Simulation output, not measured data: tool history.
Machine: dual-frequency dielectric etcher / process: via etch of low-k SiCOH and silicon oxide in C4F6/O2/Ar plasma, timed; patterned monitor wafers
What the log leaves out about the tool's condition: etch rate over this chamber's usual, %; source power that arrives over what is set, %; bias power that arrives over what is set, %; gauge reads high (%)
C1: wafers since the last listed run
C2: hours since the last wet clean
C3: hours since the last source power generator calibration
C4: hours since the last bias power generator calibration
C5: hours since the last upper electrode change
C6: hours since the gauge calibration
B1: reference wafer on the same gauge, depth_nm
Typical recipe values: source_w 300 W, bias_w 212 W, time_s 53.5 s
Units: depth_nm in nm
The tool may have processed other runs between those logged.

run 1 day=0 | source_w=300 bias_w=212 time_s=53.5 | C1=0 C2=512.7 C3=4209.1 C4=3901.2 C5=3448.4 C6=204.7 | B1=100.9 | depth_nm=114.6
run 2 day=0.612 | source_w=300 bias_w=212 time_s=53.5 | C1=227 C2=527.4 C3=4223.8 C4=3915.9 C5=3463.1 C6=219.4 | B1=100.9 | depth_nm=113.8
run 3 day=1.733 | source_w=300 bias_w=212 time_s=53.5 | C1=416 C2=554.3 C3=4250.7 C4=3942.8 C5=3490 C6=246.3 | B1=100.7 | depth_nm=114.1
run 4 day=2.412 | source_w=280 bias_w=237 time_s=53.5 | C1=252 C2=570.6 C3=4267 C4=3959.1 C5=3506.3 C6=262.6 | B1=100.6 | depth_nm=115.9
run 5 day=3.638 | source_w=300 bias_w=212 time_s=53.5 | C1=455 C2=600 C3=4296.4 C4=3988.5 C5=3535.7 C6=292 | B1=100.5 | depth_nm=113.7
run 6 day=4.671 | source_w=240 bias_w=212 time_s=53.5 | C1=384 C2=624.8 C3=4321.2 C4=4013.3 C5=3560.5 C6=316.8 | B1=100.5 | depth_nm=108.5
-- day=5.229 gauge calibrated
-- day=5.904 wet clean of the chamber
run 7 day=5.925 | source_w=240 bias_w=212 time_s=53.5 | C1=94 C2=0.5 C3=4351.3 C4=4043.4 C5=3590.6 C6=16.7 | B1=102.1 | depth_nm=110.2
run 8 day=6.925 | source_w=240 bias_w=212 time_s=53.5 | C1=371 C2=24.5 C3=4375.3 C4=4067.4 C5=3614.6 C6=40.7 | B1=102 | depth_nm=109.8
-- day=7.588 bias power generator calibrated
-- day=8.604 upper electrode replaced
run 9 day=8.625 | source_w=300 bias_w=183 time_s=40.5 | C1=198 C2=65.3 C3=4416.1 C4=24.9 C5=0.5 C6=81.5 | B1=101.8 | depth_nm=83.6
run 10 day=8.958 | source_w=300 bias_w=191 time_s=38 | C1=123 C2=73.3 C3=4424.1 C4=32.9 C5=8.5 C6=89.5 | B1=101.8 | depth_nm=79.4
run 11 day=10.025 | source_w=350 bias_w=167 time_s=58 | C1=396 C2=98.9 C3=4449.7 C4=58.5 C5=34.1 C6=115.1 | B1=101.7 | depth_nm=121.6
-- day=10.767 source power generator calibrated
run 12 day=10.833 | source_w=300 bias_w=212 time_s=53.5 | C1=238 C2=118.3 C3=1.6 C4=77.9 C5=53.5 C6=134.5 | B1=101.7 | depth_nm=115
run 13 day=11.4 | source_w=300 bias_w=212 time_s=53.5 | C1=210 C2=131.9 C3=15.2 C4=91.5 C5=67.1 C6=148.1 | B1=101.5 | depth_nm=114.9
run 14 day=12.154 | source_w=370 bias_w=189 time_s=66 | C1=280 C2=150 C3=33.3 C4=109.6 C5=85.2 C6=166.2 | B1=101.5 | depth_nm=143.2
run 15 day=13.596 | source_w=250 bias_w=178 time_s=63.5 | C1=535 C2=184.6 C3=67.9 C4=144.2 C5=119.8 C6=200.8 | B1=101.3 | depth_nm=125.2
run 16 day=14.162 | source_w=350 bias_w=212 time_s=67.5 | C1=210 C2=198.2 C3=81.5 C4=157.8 C5=133.4 C6=214.4 | B1=101.3 | depth_nm=149.1

Branching from run 16: 5 alternative next runs. What would each branch give?
run A day=14.179 | source_w=300 bias_w=212 time_s=46 | C1=6 C2=198.6 C3=81.9 C4=158.2 C5=133.8 C6=214.8 | B1=? | depth_nm=?
run B day=14.179 | source_w=350 bias_w=181 time_s=63.5 | C1=6 C2=198.6 C3=81.9 C4=158.2 C5=133.8 C6=214.8 | B1=? | depth_nm=?
run C day=14.179 | source_w=280 bias_w=193 time_s=68.5 | C1=6 C2=198.6 C3=81.9 C4=158.2 C5=133.8 C6=214.8 | B1=? | depth_nm=?
run D day=14.179 | source_w=260 bias_w=258 time_s=45.5 | C1=6 C2=198.6 C3=81.9 C4=158.2 C5=133.8 C6=214.8 | B1=? | depth_nm=?
run E day=14.179 | source_w=380 bias_w=176 time_s=45.5 | C1=6 C2=198.6 C3=81.9 C4=158.2 C5=133.8 C6=214.8 | B1=? | depth_nm=?

run=A B1=101.3 depth_nm=98.5
run=B B1=101.3 depth_nm=134.7
run=C B1=101.3 depth_nm=141
run=D B1=101.3 depth_nm=100
run=E B1=101.3 depth_nm=97.7
Without the tool's hidden state the same runs would have given:
run=A depth_nm=99.2
run=B depth_nm=135.7
run=C depth_nm=142
run=D depth_nm=100.7
run=E depth_nm=98.4
